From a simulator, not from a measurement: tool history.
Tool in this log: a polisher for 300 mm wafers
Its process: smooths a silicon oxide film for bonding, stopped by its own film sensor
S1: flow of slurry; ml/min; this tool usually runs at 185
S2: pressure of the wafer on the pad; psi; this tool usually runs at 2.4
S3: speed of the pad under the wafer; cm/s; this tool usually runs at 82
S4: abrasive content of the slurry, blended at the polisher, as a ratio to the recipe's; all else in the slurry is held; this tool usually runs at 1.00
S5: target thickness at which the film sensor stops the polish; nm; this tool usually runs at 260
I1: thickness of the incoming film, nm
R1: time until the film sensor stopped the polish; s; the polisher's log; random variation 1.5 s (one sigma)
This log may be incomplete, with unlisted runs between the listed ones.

Run 1, hour 0.0: usual settings but S4 0.90; I1 340.1. Result: R1 136.3 s.
At hour 52.1: slurry blender recalibrated.
Run 2, hour 82.4: usual settings; I1 340.3. Result: R1 132.6 s.
At hour 119.1: worn pad replaced by a new one.
Run 3, hour 161.6: usual settings; I1 336.5. Result: R1 132.3 s.
Run 4, hour 250.0: usual settings; I1 338.5. Result: R1 131.0 s.
Run 5, hour 340.6: usual settings; I1 344.3. Result: R1 143.1 s.
Run 6, hour 540.8: usual settings; I1 337.6. Result: R1 133.0 s.
At hour 724.6: slurry nozzle cleaned.
At hour 817.0: worn pad replaced by a new one.
At hour 824.7: slurry blender recalibrated.
Run 7, hour 831.9: usual settings; I1 333.7. Result: R1 123.5 s.
Run 8, hour 926.7: usual settings; I1 343.9. Result: R1 144.8 s.
Run 9, hour 964.3: usual settings but S2 3.2 psi; I1 334.1. Result: R1 97.2 s.
Run 10, hour 1016.9: usual settings; I1 343.7. Result: R1 143.3 s.
Run 11, hour 1099.0: usual settings but S1 200 ml/min, S2 1.7 psi, S3 102 cm/s, S5 277 nm; I1 340.9. Result: R1 128.7 s.
Run 12, hour 1155.0: usual settings; I1 340.0. Result: R1 138.4 s.
At hour 1187.4: head pressure recalibrated.
Run 13, hour 1199.4: usual settings; I1 338.8. Result: R1 135.4 s.
Run 14, hour 1256.1: usual settings but S1 225 ml/min, S3 70 cm/s; I1 336.9. Result: R1 147.7 s.
Run 15, hour 1304.9: usual settings but S2 2.2 psi, S4 1.20; I1 341.9. Result: R1 146.1 s.
Run 16, hour 1379.7: usual settings but S1 140 ml/min, S2 3.1 psi, S4 0.80, S5 237 nm; I1 338.7. Result: R1 152.9 s.
At hour 1462.9: slurry nozzle cleaned.
Run 17, hour 1485.1: usual settings; I1 338.7. Result: R1 130.3 s.
At hour 1527.3: worn pad replaced by a new one.
Run 18, hour 1528.2: usual settings; I1 342.3. Result: R1 136.3 s.
Run 19, hour 1592.6: usual settings but S2 3.1 psi; I1 338.9. Result: R1 103.9 s.
At hour 1597.3: slurry blender recalibrated.
Run 20, hour 1655.3: usual settings; I1 338.9. Result: R1 135.4 s.
Run 21, hour 1757.2: usual settings but S3 92 cm/s, S4 0.75, S5 274 nm; I1 337.2. Result: R1 109.7 s.
Run 22, hour 1803.6: usual settings but S2 2.0 psi; I1 334.7. Result: R1 153.4 s.
Run 23, hour 1908.5: usual settings but S1 140 ml/min, S3 74 cm/s; I1 344.8. Result: R1 161.1 s.
Run 24, hour 1993.7: usual settings but S1 245 ml/min, S2 1.8 psi, S4 1.10, S5 238 nm; I1 343.8. Result: R1 226.0 s.
Run 25, hour 2065.7: usual settings but S3 66 cm/s; I1 339.6. Result: R1 165.7 s.
At hour 2102.8: slurry nozzle cleaned.
Run 26, hour 2156.2: usual settings but S2 2.7 psi; I1 343.1. Result: R1 122.8 s.
Run 27, hour 2258.5: usual settings but S1 235 ml/min, S3 102 cm/s, S4 1.25; I1 342.4. Result: R1 107.4 s.
Run 28, hour 2301.6: usual settings but S1 145 ml/min, S5 244 nm; I1 344.7. Result: R1 174.8 s.
At hour 2316.4: worn pad replaced by a new one.
Run 29, hour 2361.6: usual settings but S1 120 ml/min, S2 2.7 psi, S3 98 cm/s, S5 246 nm; I1 334.0. Result: R1 121.3 s.

Alternative continuations, all from the tool just after run 29; predict every row:
Run A, hour 2362.1: usual settings; I1 340.1. Result: R1 ?.
Run B, hour 2362.1: usual settings but S2 2.1 psi, S5 241 nm; I1 340.1. Result: R1 ?.
Run C, hour 2362.1: usual settings but S3 106 cm/s, S4 0.85; I1 340.1. Result: R1 ?.
Run D, hour 2362.1: usual settings but S2 1.6 psi, S4 0.75; I1 340.1. Result: R1 ?.
Run E, hour 2362.1: usual settings but S4 1.25, S5 269 nm; I1 340.1. Result: R1 ?.

run     R1
  A  135.8
  B  192.1
  C  117.1
  D  225.6
  E  111.8
Had the tool no hidden state, the same runs would have come out as:
run     R1
  A  131.1
  B  185.3
  C  113.0
  D  217.6
  E  107.9
